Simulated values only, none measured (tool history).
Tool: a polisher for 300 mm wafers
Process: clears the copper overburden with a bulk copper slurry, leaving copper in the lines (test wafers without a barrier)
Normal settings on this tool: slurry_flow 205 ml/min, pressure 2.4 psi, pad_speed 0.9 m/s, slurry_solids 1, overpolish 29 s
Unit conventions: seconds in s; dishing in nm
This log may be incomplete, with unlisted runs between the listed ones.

| run | hour | slurry_flow | pressure | pad_speed | slurry_solids | overpolish | wafers since the last listed run | wafers polished on this pad | hours since the slurry nozzle was cleaned | hours since the head pressure was calibrated | hours since the slurry blender was calibrated | incoming thickness of the incoming film, nm | seconds | dishing |
|---|---|---|---|---|---|---|---|---|---|---|---|---|---|---|
| 1 | 0 | 205 | 2.4 | 0.72 | 1 | 29 | 0 | 16 | 78.8 | 137.9 | 71.6 | 614.8 | 96.7 | 76.3 |
| 2 | 36.6 | 205 | 2.4 | 0.72 | 1 | 29 | 454 | 470 | 115.4 | 174.5 | 108.2 | 621.3 | 99.2 | 74.1 |
| 3 | 81.6 | 205 | 2.4 | 0.72 | 1 | 29 | 558 | 1028 | 160.4 | 219.5 | 153.2 | 620.3 | 96.3 | 72.8 |
| 4 | 119.6 | 205 | 2.4 | 0.9 | 1 | 29 | 471 | 1500 | 198.4 | 257.5 | 191.2 | 629.1 | 79.4 | 83.4 |
|  | 128.8 | slurry blender recalibrated |
| 5 | 189 | 205 | 2.4 | 0.9 | 1 | 29 | 836 | 2336 | 267.8 | 326.9 | 60.2 | 617.9 | 76.5 | 83.2 |
| 6 | 236.9 | 240 | 2.1 | 0.9 | 1 | 29 | 594 | 2930 | 315.7 | 374.8 | 108.1 | 619.7 | 87 | 77.4 |
|  | 262.5 | worn pad replaced by a new one |
| 7 | 265.8 | 240 | 2.1 | 0.9 | 1 | 29 | 308 | 41 | 344.6 | 403.7 | 137 | 622.5 | 86.6 | 75.9 |
| 8 | 289.8 | 240 | 2.1 | 0.9 | 1 | 29 | 297 | 339 | 368.6 | 427.7 | 161 | 619.2 | 84.7 | 81.6 |
|  | 370 | slurry blender recalibrated |
|  | 381.4 | slurry nozzle cleaned |
| 9 | 458.7 | 235 | 2.4 | 0.9 | 1.2 | 29 | 2058 | 2397 | 77.3 | 596.6 | 88.7 | 630 | 75.9 | 88.1 |
|  | 511.9 | worn pad replaced by a new one |
| 10 | 530.2 | 235 | 2.4 | 0.9 | 1.2 | 29 | 837 | 227 | 148.8 | 668.1 | 160.2 | 623.7 | 72.9 | 86.8 |
|  | 570 | slurry blender recalibrated |
| 11 | 589.6 | 205 | 2.4 | 0.9 | 1 | 29 | 712 | 939 | 208.2 | 727.5 | 19.6 | 625.2 | 77.2 | 86.2 |
| 12 | 655.8 | 205 | 2.4 | 0.9 | 1 | 29 | 821 | 1760 | 274.4 | 793.7 | 85.8 | 625.6 | 75.9 | 84.7 |
| 13 | 689.8 | 205 | 2.1 | 0.9 | 1 | 29 | 421 | 2182 | 308.4 | 827.7 | 119.8 | 627.3 | 88.3 | 79.8 |
| 14 | 738.5 | 170 | 2.4 | 0.66 | 1 | 29 | 604 | 2786 | 357.1 | 876.4 | 168.5 | 623.9 | 106.5 | 73.1 |
|  | 763.6 | worn pad replaced by a new one |
| 15 | 782.3 | 205 | 2.8 | 0.68 | 1 | 29 | 493 | 231 | 400.9 | 920.2 | 212.3 | 617.2 | 84.2 | 84.7 |
|  | 799.3 | slurry blender recalibrated |
| 16 | 806.6 | 205 | 2.4 | 0.9 | 1 | 29 | 276 | 508 | 425.2 | 944.5 | 7.3 | 621.4 | 74.2 | 83.1 |
|  | 829 | head pressure recalibrated |
|  | 847.3 | slurry nozzle cleaned |
| 17 | 876.8 | 205 | 2.4 | 0.9 | 1 | 29 | 833 | 1342 | 29.5 | 47.8 | 77.5 | 614.3 | 77.2 | 81.3 |
| 18 | 910.2 | 205 | 2 | 1.2 | 1.1 | 35 | 414 | 1756 | 62.9 | 81.2 | 110.9 | 607.2 | 67.7 | 90.8 |
| 19 | 942 | 205 | 2.1 | 0.9 | 1.2 | 36 | 394 | 2150 | 94.7 | 113 | 142.7 | 620.8 | 86.6 | 85.4 |
|  | 992.9 | worn pad replaced by a new one |
| 20 | 993.4 | 205 | 2.6 | 1.18 | 0.7 | 21 | 588 | 6 | 146.1 | 164.4 | 194.1 | 625 | 59.5 | 83.9 |
| 21 | 1030.8 | 205 | 3.1 | 0.9 | 1.1 | 29 | 463 | 470 | 183.5 | 201.8 | 231.5 | 622.3 | 59.8 | 96.5 |
|  | 1040.4 | slurry blender recalibrated |
| 22 | 1056.2 | 185 | 2.4 | 0.9 | 1 | 36 | 290 | 760 | 208.9 | 227.2 | 15.8 | 619.6 | 79.2 | 89.6 |
| 23 | 1084.3 | 275 | 2.8 | 0.9 | 1 | 35 | 348 | 1109 | 237 | 255.3 | 43.9 | 619.5 | 64.3 | 100.1 |
| 24 | 1148.4 | 205 | 2.4 | 0.9 | 1 | 34 | 795 | 1904 | 301.1 | 319.4 | 108 | 622.7 | 78.3 | 86.3 |

Each row is a separate what-if for the run after 24, all from the same tool condition, not one after another. Results?
| A | 1148.9 | 205 | 2.4 | 0.62 | 1 | 29 | 6 | 1910 | 301.6 | 319.9 | 108.5 | 616.1 | ? | ? |
| B | 1148.9 | 205 | 2.6 | 0.78 | 1 | 29 | 6 | 1910 | 301.6 | 319.9 | 108.5 | 616.1 | ? | ? |
| C | 1148.9 | 275 | 2.4 | 0.9 | 1 | 29 | 6 | 1910 | 301.6 | 319.9 | 108.5 | 616.1 | ? | ? |
| D | 1148.9 | 205 | 2.4 | 0.78 | 1 | 29 | 6 | 1910 | 301.6 | 319.9 | 108.5 | 616.1 | ? | ? |
| E | 1148.9 | 205 | 2.8 | 0.78 | 1 | 29 | 6 | 1910 | 301.6 | 319.9 | 108.5 | 616.1 | ? | ? |

| run | seconds | dishing |
|---|---|---|
| A | 113.5 | 69.5 |
| B | 83.3 | 83.4 |
| C | 75.9 | 86.1 |
| D | 90.3 | 79.1 |
| E | 77.4 | 87.5 |
Without the tool's hidden state the same runs would have given:
| run | seconds | dishing |
|---|---|---|
| A | 112.8 | 69.8 |
| B | 82.8 | 83.8 |
| C | 75.4 | 86.5 |
| D | 89.7 | 79.5 |
| E | 76.8 | 87.9 |
